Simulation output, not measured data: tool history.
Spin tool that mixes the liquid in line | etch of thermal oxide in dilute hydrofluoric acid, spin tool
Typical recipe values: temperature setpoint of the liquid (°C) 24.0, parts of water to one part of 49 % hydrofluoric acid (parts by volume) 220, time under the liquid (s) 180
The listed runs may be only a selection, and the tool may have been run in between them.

run	hour	temperature setpoint of the liquid (°C)	parts of water to one part of 49 % hydrofluoric acid (parts by volume)	time under the liquid (s)	read-back film thickness of the thermal oxide reference wafer, read on the same gauge (nm)	thickness taken off the thermal oxide on a monitor wafer (Å)
1	0.0	24.0	220	180	50.004	37.27
2	49.6	24.0	220	180	50.032	36.81
3	178.1	22.5	220	120	49.982	22.35
4	240.8	22.5	220	120	49.985	22.98
# hour 283.4: gauge calibrated
5	322.2	22.5	220	120	49.994	22.95
6	369.9	24.0	220	200	50.034	39.95
7	601.9	24.0	220	180	50.013	35.22
8	671.3	24.0	220	180	49.987	35.82
9	764.0	24.0	220	180	50.019	34.33
10	834.2	24.0	135	180	49.989	61.65
11	928.5	24.0	220	180	49.995	34.83
# hour 942.0: hydrofluoric acid flow meter replaced
# hour 1164.9: thermometer replaced
12	1174.6	20.5	110	145	50.009	59.32
13	1235.7	27.5	320	220	50.004	31.92
14	1342.9	24.0	250	180	49.992	32.20
# hour 1356.8: gauge calibrated
15	1399.5	24.0	220	180	50.006	36.37
16	1459.3	24.0	190	180	49.987	44.70
17	1520.3	28.0	160	180	49.966	62.84
18	1621.7	19.0	220	75	50.016	12.49
19	1725.1	22.5	160	180	49.983	49.93
20	1761.7	25.5	220	115	49.991	24.19
21	2064.1	24.0	190	180	49.982	42.24

Forecast each of these 5 alternatives for the next run:
A	2064.6	24.0	290	180	?	?
B	2064.6	28.5	170	230	?	?
C	2064.6	20.5	270	180	?	?
D	2064.6	20.5	160	245	?	?
E	2064.6	21.0	165	95	?	?

run	read-back film thickness of the thermal oxide reference wafer, read on the same gauge (nm)	thickness taken off the thermal oxide on a monitor wafer (Å)
A	50.002	25.25
B	50.002	73.48
C	50.002	24.28
D	50.002	61.82
E	50.002	23.60
With no hidden state in the tool, these same runs would have given:
run	thickness taken off the thermal oxide on a monitor wafer (Å)
A	27.08
B	78.96
C	26.15
D	66.88
E	25.51
